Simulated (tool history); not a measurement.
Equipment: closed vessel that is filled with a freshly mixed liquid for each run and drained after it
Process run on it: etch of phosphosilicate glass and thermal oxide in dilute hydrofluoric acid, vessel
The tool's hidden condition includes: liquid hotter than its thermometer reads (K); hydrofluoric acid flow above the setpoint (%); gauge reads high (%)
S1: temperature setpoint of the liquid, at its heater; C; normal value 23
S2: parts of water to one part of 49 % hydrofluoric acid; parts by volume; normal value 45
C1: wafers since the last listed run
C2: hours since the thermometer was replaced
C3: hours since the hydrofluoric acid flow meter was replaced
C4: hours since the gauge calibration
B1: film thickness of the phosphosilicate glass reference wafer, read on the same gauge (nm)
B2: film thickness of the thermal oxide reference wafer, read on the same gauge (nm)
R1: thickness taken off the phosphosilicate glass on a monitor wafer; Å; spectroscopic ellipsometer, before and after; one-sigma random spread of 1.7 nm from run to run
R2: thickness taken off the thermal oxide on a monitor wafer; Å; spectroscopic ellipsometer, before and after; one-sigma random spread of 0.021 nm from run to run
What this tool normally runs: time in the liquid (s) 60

{"run": 1, "hour": 0.0, "S1": 26.5, "S2": 45, "time in the liquid (s)": 60, "C1": 0, "C2": 2014.8, "C3": 1858.3, "C4": 678.2, "B1": 50.05, "B2": 40.02, "R1": 3119.4, "R2": 83.6}
{"run": 2, "hour": 25.3, "S1": 23, "S2": 45, "time in the liquid (s)": 60, "C1": 3166, "C2": 2040.1, "C3": 1883.6, "C4": 703.5, "B1": 50.02, "B2": 40.02, "R1": 2690.1, "R2": 72}
{"run": 3, "hour": 43.5, "S1": 23, "S2": 45, "time in the liquid (s)": 60, "C1": 2277, "C2": 2058.3, "C3": 1901.8, "C4": 721.7, "B1": 49.98, "B2": 39.99, "R1": 2740.7, "R2": 72.9}
{"run": 4, "hour": 60.6, "S1": 23, "S2": 45, "time in the liquid (s)": 85, "C1": 2140, "C2": 2075.4, "C3": 1918.9, "C4": 738.8, "B1": 50, "B2": 40, "R1": 3824.4, "R2": 102.8}
{"run": 5, "hour": 74.3, "S1": 23, "S2": 45, "time in the liquid (s)": 85, "C1": 1714, "C2": 2089.1, "C3": 1932.6, "C4": 752.5, "B1": 50, "B2": 40, "R1": 3874.3, "R2": 103.1}
{"run": 6, "hour": 103.0, "S1": 23, "S2": 45, "time in the liquid (s)": 85, "C1": 3591, "C2": 2117.8, "C3": 1961.3, "C4": 781.2, "B1": 50.03, "B2": 40.01, "R1": 3852.9, "R2": 103.4}
{"run": 7, "hour": 121.3, "S1": 19.5, "S2": 45, "time in the liquid (s)": 60, "C1": 2290, "C2": 2136.1, "C3": 1979.6, "C4": 799.5, "B1": 49.98, "B2": 40.01, "R1": 2345.9, "R2": 62.9}
{"run": 8, "hour": 138.0, "S1": 25, "S2": 30, "time in the liquid (s)": 60, "C1": 2090, "C2": 2152.8, "C3": 1996.3, "C4": 816.2, "B1": 49.99, "B2": 39.99, "R1": 4512.8, "R2": 121.7}
{"run": 9, "hour": 151.3, "S1": 25, "S2": 50, "time in the liquid (s)": 60, "C1": 1664, "C2": 2166.1, "C3": 2009.6, "C4": 829.5, "B1": 50.04, "B2": 40, "R1": 2663.8, "R2": 70.6}
{"run": 10, "hour": 176.8, "S1": 25.5, "S2": 30, "time in the liquid (s)": 90, "C1": 3191, "C2": 2191.6, "C3": 2035.1, "C4": 855, "B1": 49.98, "B2": 40, "R1": 6968.7, "R2": 185}
{"run": 11, "hour": 194.4, "S1": 28, "S2": 45, "time in the liquid (s)": 30, "C1": 2202, "C2": 2209.2, "C3": 2052.7, "C4": 872.6, "B1": 49.99, "B2": 40.02, "R1": 1672.8, "R2": 44.6}
{"run": 12, "hour": 214.6, "S1": 25, "S2": 60, "time in the liquid (s)": 95, "C1": 2528, "C2": 2229.4, "C3": 2072.9, "C4": 892.8, "B1": 49.99, "B2": 40.01, "R1": 3454.7, "R2": 91.6}
{"run": 13, "hour": 239.4, "S1": 23, "S2": 25, "time in the liquid (s)": 35, "C1": 3103, "C2": 2254.2, "C3": 2097.7, "C4": 917.6, "B1": 50.05, "B2": 39.99, "R1": 2962.6, "R2": 78.9}
{"run": 14, "hour": 251.7, "S1": 27.5, "S2": 35, "time in the liquid (s)": 85, "C1": 1539, "C2": 2266.5, "C3": 2110, "C4": 929.9, "B1": 50, "B2": 40.01, "R1": 6087.9, "R2": 162.4}
{"run": 15, "hour": 281.5, "S1": 26, "S2": 55, "time in the liquid (s)": 40, "C1": 3729, "C2": 2296.3, "C3": 2139.8, "C4": 959.7, "B1": 50.02, "B2": 40.01, "R1": 1675.6, "R2": 44.4}
{"hour": 300.4, "done": "gauge calibrated"}
{"run": 16, "hour": 301.2, "S1": 26, "S2": 55, "time in the liquid (s)": 60, "C1": 2465, "C2": 2316, "C3": 2159.5, "C4": 0.8, "B1": 49.97, "B2": 40.01, "R1": 2471.5, "R2": 67}
{"hour": 305.1, "done": "hydrofluoric acid flow meter replaced"}
{"run": 17, "hour": 329.0, "S1": 26.5, "S2": 30, "time in the liquid (s)": 60, "C1": 3354, "C2": 2343.8, "C3": 23.9, "C4": 28.6, "B1": 50, "B2": 39.99, "R1": 4838.8, "R2": 130.1}
{"run": 18, "hour": 363.0, "S1": 23, "S2": 45, "time in the liquid (s)": 60, "C1": 4255, "C2": 2377.8, "C3": 57.9, "C4": 62.6, "B1": 50, "B2": 40.01, "R1": 2740.1, "R2": 73.6}
{"run": 19, "hour": 398.7, "S1": 23, "S2": 45, "time in the liquid (s)": 60, "C1": 4468, "C2": 2413.5, "C3": 93.6, "C4": 98.3, "B1": 50.03, "B2": 40, "R1": 2725.2, "R2": 73.7}
{"hour": 403.3, "done": "thermometer replaced"}
{"run": 20, "hour": 416.4, "S1": 23, "S2": 45, "time in the liquid (s)": 60, "C1": 2090, "C2": 13.1, "C3": 111.3, "C4": 116, "B1": 49.99, "B2": 39.99, "R1": 2523.6, "R2": 67.9}
{"run": 21, "hour": 451.3, "S1": 23, "S2": 45, "time in the liquid (s)": 60, "C1": 4367, "C2": 48, "C3": 146.2, "C4": 150.9, "B1": 50.06, "B2": 40.01, "R1": 2497.5, "R2": 67.5}
{"run": 22, "hour": 478.5, "S1": 23, "S2": 45, "time in the liquid (s)": 70, "C1": 3404, "C2": 75.2, "C3": 173.4, "C4": 178.1, "B1": 49.97, "B2": 40, "R1": 2959.9, "R2": 79.1}
{"run": 23, "hour": 490.5, "S1": 18.5, "S2": 45, "time in the liquid (s)": 30, "C1": 1501, "C2": 87.2, "C3": 185.4, "C4": 190.1, "B1": 49.97, "B2": 40.01, "R1": 1041.6, "R2": 28}
{"run": 24, "hour": 520.6, "S1": 23, "S2": 45, "time in the liquid (s)": 60, "C1": 3767, "C2": 117.3, "C3": 215.5, "C4": 220.2, "B1": 50.02, "B2": 39.98, "R1": 2548.6, "R2": 67.8}
{"run": 25, "hour": 544.5, "S1": 23, "S2": 45, "time in the liquid (s)": 60, "C1": 2991, "C2": 141.2, "C3": 239.4, "C4": 244.1, "B1": 50, "B2": 40, "R1": 2542.1, "R2": 68}
{"run": 26, "hour": 564.8, "S1": 27, "S2": 45, "time in the liquid (s)": 60, "C1": 2540, "C2": 161.5, "C3": 259.7, "C4": 264.4, "B1": 50.01, "B2": 39.99, "R1": 2994.8, "R2": 79.9}
{"run": 27, "hour": 599.7, "S1": 23, "S2": 45, "time in the liquid (s)": 60, "C1": 4367, "C2": 196.4, "C3": 294.6, "C4": 299.3, "B1": 50.01, "B2": 39.98, "R1": 2539.7, "R2": 68.4}

Hidden condition of the tool, last listed run before each entry between runs versus first listed run after:
Runs 15 to 16: gauge calibrated (hour 300.4)
  liquid hotter than its thermometer reads (K): 2.33 -> 2.35
  what was measured, less what the result would be without the hidden state, R1: +149 -> +221.5 Å; R2: +3.9 -> +6 Å
Runs 16 to 17: hydrofluoric acid flow meter replaced (hour 305.1)
  liquid hotter than its thermometer reads (K): 2.35 -> 2.37
  what was measured, less what the result would be without the hidden state, R1: +221.5 -> +445.1 Å; R2: +6 -> +11.9 Å
Runs 19 to 20: thermometer replaced (hour 403.3)
  liquid hotter than its thermometer reads (K): 2.44 -> 0.41
  what was measured, less what the result would be without the hidden state, R1: +260.9 -> +42.6 Å; R2: +7 -> +1.1 Å
